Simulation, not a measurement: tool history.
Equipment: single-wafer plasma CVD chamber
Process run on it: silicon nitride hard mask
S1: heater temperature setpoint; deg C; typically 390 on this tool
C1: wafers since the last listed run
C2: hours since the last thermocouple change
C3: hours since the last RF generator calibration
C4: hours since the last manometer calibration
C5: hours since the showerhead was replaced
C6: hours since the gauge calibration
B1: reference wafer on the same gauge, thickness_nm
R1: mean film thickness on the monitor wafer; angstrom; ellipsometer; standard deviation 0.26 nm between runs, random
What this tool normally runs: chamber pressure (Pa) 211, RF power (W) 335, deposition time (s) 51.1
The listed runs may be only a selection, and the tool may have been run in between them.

run 1 hour=0.0 | S1=390 chamber_pressure_(Pa)=211 RF_power_(W)=285 deposition_time_(s)=51.1 | C1=0 C2=2597.8 C3=592.6 C4=2306.6 C5=5672.8 C6=518.7 | B1=65.491 | R1=565.99
run 2 hour=19.6 | S1=390 chamber_pressure_(Pa)=211 RF_power_(W)=285 deposition_time_(s)=51.1 | C1=372 C2=2617.4 C3=612.2 C4=2326.2 C5=5692.4 C6=538.3 | B1=65.537 | R1=564.58
-- hour=52.4 showerhead replaced
run 3 hour=52.9 | S1=390 chamber_pressure_(Pa)=211 RF_power_(W)=285 deposition_time_(s)=51.1 | C1=480 C2=2650.7 C3=645.5 C4=2359.5 C5=0.5 C6=571.6 | B1=65.499 | R1=561.59
-- hour=88.4 thermocouple changed; heater temperature recalibrated
run 4 hour=88.9 | S1=390 chamber_pressure_(Pa)=211 RF_power_(W)=335 deposition_time_(s)=51.1 | C1=531 C2=0.5 C3=681.5 C4=2395.5 C5=36.5 C6=607.6 | B1=65.421 | R1=676.98
run 5 hour=106.2 | S1=399 chamber_pressure_(Pa)=211 RF_power_(W)=335 deposition_time_(s)=58.7 | C1=328 C2=17.8 C3=698.8 C4=2412.8 C5=53.8 C6=624.9 | B1=65.480 | R1=765.22
run 6 hour=122.0 | S1=399 chamber_pressure_(Pa)=211 RF_power_(W)=335 deposition_time_(s)=58.7 | C1=300 C2=33.6 C3=714.6 C4=2428.6 C5=69.6 C6=640.7 | B1=65.404 | R1=763.70
run 7 hour=147.2 | S1=390 chamber_pressure_(Pa)=211 RF_power_(W)=335 deposition_time_(s)=51.1 | C1=478 C2=58.8 C3=739.8 C4=2453.8 C5=94.8 C6=665.9 | B1=65.378 | R1=671.31
-- hour=189.2 RF generator calibrated
run 8 hour=189.7 | S1=390 chamber_pressure_(Pa)=252 RF_power_(W)=335 deposition_time_(s)=54.5 | C1=655 C2=101.3 C3=0.5 C4=2496.3 C5=137.3 C6=708.4 | B1=65.436 | R1=752.49
run 9 hour=208.8 | S1=400 chamber_pressure_(Pa)=211 RF_power_(W)=390 deposition_time_(s)=51.1 | C1=362 C2=120.4 C3=19.6 C4=2515.4 C5=156.4 C6=727.5 | B1=65.409 | R1=769.62
-- hour=231.7 gauge calibrated
run 10 hour=232.1 | S1=390 chamber_pressure_(Pa)=211 RF_power_(W)=335 deposition_time_(s)=51.1 | C1=442 C2=143.7 C3=42.9 C4=2538.7 C5=179.7 C6=0.4 | B1=67.095 | R1=689.06
run 11 hour=251.4 | S1=380 chamber_pressure_(Pa)=211 RF_power_(W)=335 deposition_time_(s)=51.1 | C1=366 C2=163.0 C3=62.2 C4=2558.0 C5=199.0 C6=19.7 | B1=66.937 | R1=690.52
run 12 hour=266.9 | S1=390 chamber_pressure_(Pa)=211 RF_power_(W)=335 deposition_time_(s)=51.1 | C1=294 C2=178.5 C3=77.7 C4=2573.5 C5=214.5 C6=35.2 | B1=66.856 | R1=689.80
run 13 hour=286.8 | S1=390 chamber_pressure_(Pa)=211 RF_power_(W)=335 deposition_time_(s)=51.1 | C1=377 C2=198.4 C3=97.6 C4=2593.4 C5=234.4 C6=55.1 | B1=66.761 | R1=685.68
-- hour=300.0 capacitance manometer re-zeroed and calibrated
run 14 hour=319.5 | S1=390 chamber_pressure_(Pa)=211 RF_power_(W)=335 deposition_time_(s)=51.1 | C1=469 C2=231.1 C3=130.3 C4=19.5 C5=267.1 C6=87.8 | B1=66.611 | R1=686.52
run 15 hour=394.9 | S1=397 chamber_pressure_(Pa)=211 RF_power_(W)=355 deposition_time_(s)=48.5 | C1=1431 C2=306.5 C3=205.7 C4=94.9 C5=342.5 C6=163.2 | B1=66.292 | R1=681.36
run 16 hour=422.4 | S1=399 chamber_pressure_(Pa)=211 RF_power_(W)=335 deposition_time_(s)=59.1 | C1=522 C2=334.0 C3=233.2 C4=122.4 C5=370.0 C6=190.7 | B1=66.195 | R1=783.70
run 17 hour=437.3 | S1=383 chamber_pressure_(Pa)=229 RF_power_(W)=390 deposition_time_(s)=58.2 | C1=282 C2=348.9 C3=248.1 C4=137.3 C5=384.9 C6=205.6 | B1=66.138 | R1=908.37
run 18 hour=472.4 | S1=378 chamber_pressure_(Pa)=248 RF_power_(W)=275 deposition_time_(s)=54.8 | C1=666 C2=384.0 C3=283.2 C4=172.4 C5=420.0 C6=240.7 | B1=66.043 | R1=613.19
run 19 hour=495.9 | S1=390 chamber_pressure_(Pa)=245 RF_power_(W)=335 deposition_time_(s)=51.1 | C1=446 C2=407.5 C3=306.7 C4=195.9 C5=443.5 C6=264.2 | B1=66.051 | R1=707.04
run 20 hour=520.1 | S1=390 chamber_pressure_(Pa)=211 RF_power_(W)=335 deposition_time_(s)=51.1 | C1=459 C2=431.7 C3=330.9 C4=220.1 C5=467.7 C6=288.4 | B1=65.977 | R1=676.04
run 21 hour=533.5 | S1=398 chamber_pressure_(Pa)=211 RF_power_(W)=275 deposition_time_(s)=51.1 | C1=254 C2=445.1 C3=344.3 C4=233.5 C5=481.1 C6=301.8 | B1=65.965 | R1=542.26
run 22 hour=551.4 | S1=398 chamber_pressure_(Pa)=211 RF_power_(W)=275 deposition_time_(s)=51.1 | C1=339 C2=463.0 C3=362.2 C4=251.4 C5=499.0 C6=319.7 | B1=65.986 | R1=541.73
run 23 hour=573.5 | S1=397 chamber_pressure_(Pa)=225 RF_power_(W)=335 deposition_time_(s)=51.1 | C1=419 C2=485.1 C3=384.3 C4=273.5 C5=521.1 C6=341.8 | B1=65.807 | R1=687.35
run 24 hour=596.1 | S1=400 chamber_pressure_(Pa)=188 RF_power_(W)=300 deposition_time_(s)=51.1 | C1=429 C2=507.7 C3=406.9 C4=296.1 C5=543.7 C6=364.4 | B1=65.772 | R1=583.07
run 25 hour=611.9 | S1=390 chamber_pressure_(Pa)=211 RF_power_(W)=335 deposition_time_(s)=51.1 | C1=300 C2=523.5 C3=422.7 C4=311.9 C5=559.5 C6=380.2 | B1=65.808 | R1=673.40
run 26 hour=647.5 | S1=390 chamber_pressure_(Pa)=211 RF_power_(W)=335 deposition_time_(s)=42.9 | C1=676 C2=559.1 C3=458.3 C4=347.5 C5=595.1 C6=415.8 | B1=65.739 | R1=564.54
run 27 hour=662.6 | S1=390 chamber_pressure_(Pa)=211 RF_power_(W)=305 deposition_time_(s)=55.5 | C1=286 C2=574.2 C3=473.4 C4=362.6 C5=610.2 C6=430.9 | B1=65.718 | R1=664.96
run 28 hour=685.8 | S1=390 chamber_pressure_(Pa)=211 RF_power_(W)=335 deposition_time_(s)=51.1 | C1=440 C2=597.4 C3=496.6 C4=385.8 C5=633.4 C6=454.1 | B1=65.693 | R1=672.99
run 29 hour=708.8 | S1=404 chamber_pressure_(Pa)=211 RF_power_(W)=335 deposition_time_(s)=51.1 | C1=436 C2=620.4 C3=519.6 C4=408.8 C5=656.4 C6=477.1 | B1=65.746 | R1=673.62

Results for each run, recomputed without the tool's hidden state and with each run's random variation untouched:
The hidden state here: wafer temperature above the value expected at the setpoint (K); delivered RF power above the setpoint (%); true pressure above the setpoint (%); gauge reads high (%).
run=1 R1=578.08
run=2 R1=576.76
run=3 R1=573.90
run=4 R1=692.03
run=5 R1=782.33
run=6 R1=780.86
run=7 R1=686.51
run=8 R1=769.70
run=9 R1=787.30
run=10 R1=687.36
run=11 R1=690.11
run=12 R1=690.36
run=13 R1=687.37
run=14 R1=689.90
run=15 R1=687.83
run=16 R1=792.19
run=17 R1=918.81
run=18 R1=621.11
run=19 R1=716.75
run=20 R1=685.86
run=21 R1=550.35
run=22 R1=550.08
run=23 R1=698.33
run=24 R1=592.70
run=25 R1=684.75
run=26 R1=574.44
run=27 R1=676.80
run=28 R1=685.22
run=29 R1=686.08

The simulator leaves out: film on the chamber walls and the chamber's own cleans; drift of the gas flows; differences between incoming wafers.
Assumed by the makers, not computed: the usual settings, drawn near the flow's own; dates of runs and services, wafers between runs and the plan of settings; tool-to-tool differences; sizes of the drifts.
